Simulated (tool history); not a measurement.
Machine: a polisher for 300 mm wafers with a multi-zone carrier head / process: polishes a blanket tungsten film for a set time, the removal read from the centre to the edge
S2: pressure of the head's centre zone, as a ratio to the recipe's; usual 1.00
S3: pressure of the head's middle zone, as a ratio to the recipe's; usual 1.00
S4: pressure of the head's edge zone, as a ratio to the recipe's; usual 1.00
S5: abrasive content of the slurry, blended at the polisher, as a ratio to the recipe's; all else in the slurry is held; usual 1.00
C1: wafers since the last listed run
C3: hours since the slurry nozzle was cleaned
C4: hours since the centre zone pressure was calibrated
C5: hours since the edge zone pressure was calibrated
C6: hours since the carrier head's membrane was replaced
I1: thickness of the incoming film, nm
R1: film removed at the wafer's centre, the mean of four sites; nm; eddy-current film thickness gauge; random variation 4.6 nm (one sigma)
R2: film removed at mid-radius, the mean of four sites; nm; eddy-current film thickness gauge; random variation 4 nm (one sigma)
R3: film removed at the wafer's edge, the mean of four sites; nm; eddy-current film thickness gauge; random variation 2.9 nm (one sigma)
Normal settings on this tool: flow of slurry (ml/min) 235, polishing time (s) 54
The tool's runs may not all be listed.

{"run": 1, "hour": 0.0, "flow of slurry (ml/min)": 235, "S2": 1.0, "S3": 1.0, "S4": 1.0, "S5": 1.0, "polishing time (s)": 54, "C1": 0, "wafers polished on this pad": 1943, "C3": 415.3, "C4": 363.4, "C5": 326.3, "C6": 1314.7, "I1": 1054.1, "R1": 364.5, "R2": 377.8, "R3": 375.4}
{"run": 2, "hour": 41.4, "flow of slurry (ml/min)": 295, "S2": 1.12, "S3": 1.0, "S4": 1.0, "S5": 1.0, "polishing time (s)": 54, "C1": 582, "wafers polished on this pad": 2526, "C3": 456.7, "C4": 404.8, "C5": 367.7, "C6": 1356.1, "I1": 1034.7, "R1": 411.5, "R2": 384.1, "R3": 388.2}
{"run": 3, "hour": 86.0, "flow of slurry (ml/min)": 235, "S2": 1.0, "S3": 1.0, "S4": 1.0, "S5": 1.0, "polishing time (s)": 54, "C1": 627, "wafers polished on this pad": 3153, "C3": 501.3, "C4": 449.4, "C5": 412.3, "C6": 1400.7, "I1": 1062.0, "R1": 341.5, "R2": 365.4, "R3": 371.1}
{"hour": 126.2, "done": "slurry nozzle cleaned"}
{"hour": 224.5, "done": "edge zone pressure recalibrated"}
{"run": 4, "hour": 254.1, "flow of slurry (ml/min)": 300, "S2": 1.06, "S3": 0.94, "S4": 1.0, "S5": 1.0, "polishing time (s)": 41, "C1": 2323, "wafers polished on this pad": 5476, "C3": 127.9, "C4": 617.5, "C5": 29.6, "C6": 1568.8, "I1": 1035.9, "R1": 297.4, "R2": 288.5, "R3": 302.8}
{"run": 5, "hour": 310.4, "flow of slurry (ml/min)": 235, "S2": 1.0, "S3": 1.0, "S4": 1.0, "S5": 1.0, "polishing time (s)": 54, "C1": 792, "wafers polished on this pad": 6269, "C3": 184.2, "C4": 673.8, "C5": 85.9, "C6": 1625.1, "I1": 1027.8, "R1": 359.6, "R2": 386.9, "R3": 379.2}
{"hour": 327.7, "done": "worn pad replaced by a new one"}
{"hour": 351.5, "done": "centre zone pressure recalibrated"}
{"run": 6, "hour": 381.7, "flow of slurry (ml/min)": 235, "S2": 1.0, "S3": 1.0, "S4": 1.0, "S5": 1.0, "polishing time (s)": 54, "C1": 918, "wafers polished on this pad": 732, "C3": 255.5, "C4": 30.2, "C5": 157.2, "C6": 1696.4, "I1": 1048.3, "R1": 369.3, "R2": 380.1, "R3": 383.1}
{"run": 7, "hour": 425.9, "flow of slurry (ml/min)": 185, "S2": 1.0, "S3": 1.0, "S4": 1.0, "S5": 1.0, "polishing time (s)": 54, "C1": 621, "wafers polished on this pad": 1354, "C3": 299.7, "C4": 74.4, "C5": 201.4, "C6": 1740.6, "I1": 1040.4, "R1": 347.6, "R2": 359.1, "R3": 370.8}
{"hour": 473.8, "done": "carrier head's membrane replaced by a new one"}
{"run": 8, "hour": 474.3, "flow of slurry (ml/min)": 235, "S2": 1.03, "S3": 1.0, "S4": 1.0, "S5": 0.85, "polishing time (s)": 54, "C1": 610, "wafers polished on this pad": 1964, "C3": 348.1, "C4": 122.8, "C5": 249.8, "C6": 0.5, "I1": 1049.4, "R1": 354.3, "R2": 354.9, "R3": 364.2}
{"run": 9, "hour": 534.0, "flow of slurry (ml/min)": 190, "S2": 1.0, "S3": 1.0, "S4": 1.0, "S5": 0.8, "polishing time (s)": 54, "C1": 840, "wafers polished on this pad": 2805, "C3": 407.8, "C4": 182.5, "C5": 309.5, "C6": 60.2, "I1": 1037.4, "R1": 316.1, "R2": 329.2, "R3": 342.1}
{"run": 10, "hour": 567.6, "flow of slurry (ml/min)": 235, "S2": 1.07, "S3": 1.0, "S4": 0.91, "S5": 1.0, "polishing time (s)": 54, "C1": 472, "wafers polished on this pad": 3277, "C3": 441.4, "C4": 216.1, "C5": 343.1, "C6": 93.8, "I1": 1054.2, "R1": 366.3, "R2": 361.9, "R3": 354.5}
{"hour": 583.5, "done": "slurry nozzle cleaned"}
{"run": 11, "hour": 610.1, "flow of slurry (ml/min)": 235, "S2": 1.0, "S3": 1.0, "S4": 1.0, "S5": 1.0, "polishing time (s)": 54, "C1": 583, "wafers polished on this pad": 3861, "C3": 26.6, "C4": 258.6, "C5": 385.6, "C6": 136.3, "I1": 1053.1, "R1": 389.2, "R2": 404.9, "R3": 393.4}
{"run": 12, "hour": 671.2, "flow of slurry (ml/min)": 235, "S2": 1.07, "S3": 1.0, "S4": 0.91, "S5": 1.0, "polishing time (s)": 54, "C1": 859, "wafers polished on this pad": 4721, "C3": 87.7, "C4": 319.7, "C5": 446.7, "C6": 197.4, "I1": 1044.6, "R1": 395.2, "R2": 389.6, "R3": 376.0}
{"run": 13, "hour": 709.7, "flow of slurry (ml/min)": 235, "S2": 1.04, "S3": 1.0, "S4": 1.0, "S5": 1.0, "polishing time (s)": 64, "C1": 541, "wafers polished on this pad": 5263, "C3": 126.2, "C4": 358.2, "C5": 485.2, "C6": 235.9, "I1": 1051.1, "R1": 447.2, "R2": 473.8, "R3": 462.1}
{"hour": 778.8, "done": "worn pad replaced by a new one"}
{"run": 14, "hour": 779.4, "flow of slurry (ml/min)": 235, "S2": 1.0, "S3": 1.0, "S4": 1.0, "S5": 1.0, "polishing time (s)": 54, "C1": 924, "wafers polished on this pad": 7, "C3": 195.9, "C4": 427.9, "C5": 554.9, "C6": 305.6, "I1": 1045.3, "R1": 377.3, "R2": 382.9, "R3": 386.1}
{"run": 15, "hour": 815.1, "flow of slurry (ml/min)": 235, "S2": 1.1, "S3": 1.07, "S4": 1.0, "S5": 1.0, "polishing time (s)": 71, "C1": 502, "wafers polished on this pad": 510, "C3": 231.6, "C4": 463.6, "C5": 590.6, "C6": 341.3, "I1": 1038.1, "R1": 511.5, "R2": 527.8, "R3": 509.2}
{"run": 16, "hour": 872.7, "flow of slurry (ml/min)": 235, "S2": 1.0, "S3": 1.0, "S4": 1.0, "S5": 1.0, "polishing time (s)": 54, "C1": 810, "wafers polished on this pad": 1320, "C3": 289.2, "C4": 521.2, "C5": 648.2, "C6": 398.9, "I1": 1038.2, "R1": 357.9, "R2": 383.9, "R3": 385.1}
{"hour": 878.0, "done": "edge zone pressure recalibrated"}
{"run": 17, "hour": 899.0, "flow of slurry (ml/min)": 235, "S2": 0.94, "S3": 1.03, "S4": 1.0, "S5": 1.0, "polishing time (s)": 54, "C1": 341, "wafers polished on this pad": 1662, "C3": 315.5, "C4": 547.5, "C5": 21.0, "C6": 425.2, "I1": 1049.6, "R1": 345.0, "R2": 382.9, "R3": 384.9}
{"run": 18, "hour": 923.0, "flow of slurry (ml/min)": 235, "S2": 1.0, "S3": 1.0, "S4": 1.0, "S5": 1.0, "polishing time (s)": 64, "C1": 337, "wafers polished on this pad": 2000, "C3": 339.5, "C4": 571.5, "C5": 45.0, "C6": 449.2, "I1": 1045.2, "R1": 424.6, "R2": 446.7, "R3": 447.0}
{"run": 19, "hour": 948.5, "flow of slurry (ml/min)": 235, "S2": 1.0, "S3": 1.05, "S4": 1.05, "S5": 1.0, "polishing time (s)": 54, "C1": 358, "wafers polished on this pad": 2359, "C3": 365.0, "C4": 597.0, "C5": 70.5, "C6": 474.7, "I1": 1032.5, "R1": 357.7, "R2": 396.0, "R3": 391.9}
{"run": 20, "hour": 1010.2, "flow of slurry (ml/min)": 310, "S2": 1.03, "S3": 1.0, "S4": 1.0, "S5": 1.0, "polishing time (s)": 66, "C1": 868, "wafers polished on this pad": 3227, "C3": 426.7, "C4": 658.7, "C5": 132.2, "C6": 536.4, "I1": 1056.9, "R1": 462.2, "R2": 470.0, "R3": 475.3}
{"hour": 1065.5, "done": "centre zone pressure recalibrated"}
{"run": 21, "hour": 1066.5, "flow of slurry (ml/min)": 235, "S2": 1.0, "S3": 1.0, "S4": 1.0, "S5": 1.0, "polishing time (s)": 54, "C1": 764, "wafers polished on this pad": 3991, "C3": 483.0, "C4": 1.0, "C5": 188.5, "C6": 592.7, "I1": 1047.2, "R1": 358.9, "R2": 371.4, "R3": 372.9}
{"run": 22, "hour": 1128.9, "flow of slurry (ml/min)": 235, "S2": 1.0, "S3": 0.94, "S4": 1.0, "S5": 1.0, "polishing time (s)": 54, "C1": 878, "wafers polished on this pad": 4869, "C3": 545.4, "C4": 63.4, "C5": 250.9, "C6": 655.1, "I1": 1037.6, "R1": 343.5, "R2": 350.2, "R3": 370.8}

3 options for the next run, each taken on its own from the tool as it stands now. Forecast them:
{"run": "A", "hour": 1129.3, "flow of slurry (ml/min)": 235, "S2": 1.0, "S3": 1.0, "S4": 1.0, "S5": 0.7, "polishing time (s)": 54, "C1": 5, "wafers polished on this pad": 4875, "C3": 545.8, "C4": 63.8, "C5": 251.3, "C6": 655.5, "I1": 1025.1, "R1": "?", "R2": "?", "R3": "?"}
{"run": "B", "hour": 1129.3, "flow of slurry (ml/min)": 305, "S2": 0.96, "S3": 1.0, "S4": 1.0, "S5": 1.0, "polishing time (s)": 36, "C1": 5, "wafers polished on this pad": 4875, "C3": 545.8, "C4": 63.8, "C5": 251.3, "C6": 655.5, "I1": 1025.1, "R1": "?", "R2": "?", "R3": "?"}
{"run": "C", "hour": 1129.3, "flow of slurry (ml/min)": 235, "S2": 1.0, "S3": 1.0, "S4": 1.0, "S5": 1.0, "polishing time (s)": 72, "C1": 5, "wafers polished on this pad": 4875, "C3": 545.8, "C4": 63.8, "C5": 251.3, "C6": 655.5, "I1": 1025.1, "R1": "?", "R2": "?", "R3": "?"}

run=A R1=316.9 R2=335.5 R3=334.9
run=B R1=234.9 R2=255.2 R3=251.2
run=C R1=458.7 R2=485.7 R3=484.8
Without the tool's unlogged condition, the same runs would have read:
run=A R1=353.3 R2=370.4 R3=359.9
run=B R1=255.3 R2=275.7 R3=266.0
run=C R1=511.3 R2=536.1 R3=520.9
